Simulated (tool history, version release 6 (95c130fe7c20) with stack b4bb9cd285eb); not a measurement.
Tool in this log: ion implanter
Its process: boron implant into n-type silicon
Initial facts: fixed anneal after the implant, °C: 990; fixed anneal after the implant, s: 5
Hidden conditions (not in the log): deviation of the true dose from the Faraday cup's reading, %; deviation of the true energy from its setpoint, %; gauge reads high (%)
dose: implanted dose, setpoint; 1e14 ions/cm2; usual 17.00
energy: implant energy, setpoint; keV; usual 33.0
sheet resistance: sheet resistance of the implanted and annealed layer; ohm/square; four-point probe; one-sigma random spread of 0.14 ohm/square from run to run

run   hour   dose  energy  wafers since the last listed run  hours since the last dose calibration  hours since the extraction supply was calibrated  hours since the gauge calibration  read-back reference wafer on the same gauge, sheet resistance  sheet resistance
  1    0.0  17.00    33.0                                 0                                  688.2                                            2066.4                              151.8                                                          80.42             80.90
  2   24.3  17.00    33.0                               496                                  712.5                                            2090.7                              176.1                                                          80.37             81.07
  3   40.9  19.05    33.0                               339                                  729.1                                            2107.3                              192.7                                                          80.38             76.21
  4   64.1  19.05    33.0                               474                                  752.3                                            2130.5                              215.9                                                          80.40             75.99
  5   87.5  17.00    33.0                               478                                  775.7                                            2153.9                              239.3                                                          80.40             81.05
      99.0  -- gauge calibrated
     106.0  -- Faraday cup replaced and dose calibrated
  6  106.5  17.00    25.0                               224                                    0.5                                            2172.9                                7.5                                                          80.37             86.00
  7  115.9  17.00    25.0                               192                                    9.9                                            2182.3                               16.9                                                          80.37             85.78
     126.3  -- extraction supply calibrated
  8  142.7  19.73    29.5                               384                                   36.7                                              16.4                               43.7                                                          80.36             77.62
  9  162.4  15.30    25.0                               402                                   56.4                                              36.1                               63.4                                                          80.39             90.20
 10  177.1  17.00    33.0                               300                                   71.1                                              50.8                               78.1                                                          80.44             82.95
 11  192.1  20.67    42.0                               306                                   86.1                                              65.8                               93.1                                                          80.47             72.95
 12  225.2  17.00    23.0                               676                                  119.2                                              98.9                              126.2                                                          80.39             86.19
 13  240.0  12.16    33.0                               302                                  134.0                                             113.7                              141.0                                                          80.35            101.65
 14  255.1  13.57    23.5                               308                                  149.1                                             128.8                              156.1                                                          80.34             97.14
 15  288.3  17.00    33.0                               678                                  182.3                                             162.0                              189.3                                                          80.42             82.33

Consider 3 possible next runs. They are alternatives, not a sequence: every one starts from the tool as it was left by run 15. What does each give?
  A  288.7  17.00    33.0                                 8                                  182.7                                             162.4                              189.7                                                              ?                 ?
  B  288.7  18.57    38.5                                 8                                  182.7                                             162.4                              189.7                                                              ?                 ?
  C  288.7  13.14    23.5                                 8                                  182.7                                             162.4                              189.7                                                              ?                 ?

run  read-back reference wafer on the same gauge, sheet resistance  sheet resistance
  A                                                          80.42             82.16
  B                                                          80.42             77.38
  C                                                          80.42             98.66
With no hidden state in the tool, these same runs would have given:
run  sheet resistance
  A             83.02
  B             78.20
  C             99.82
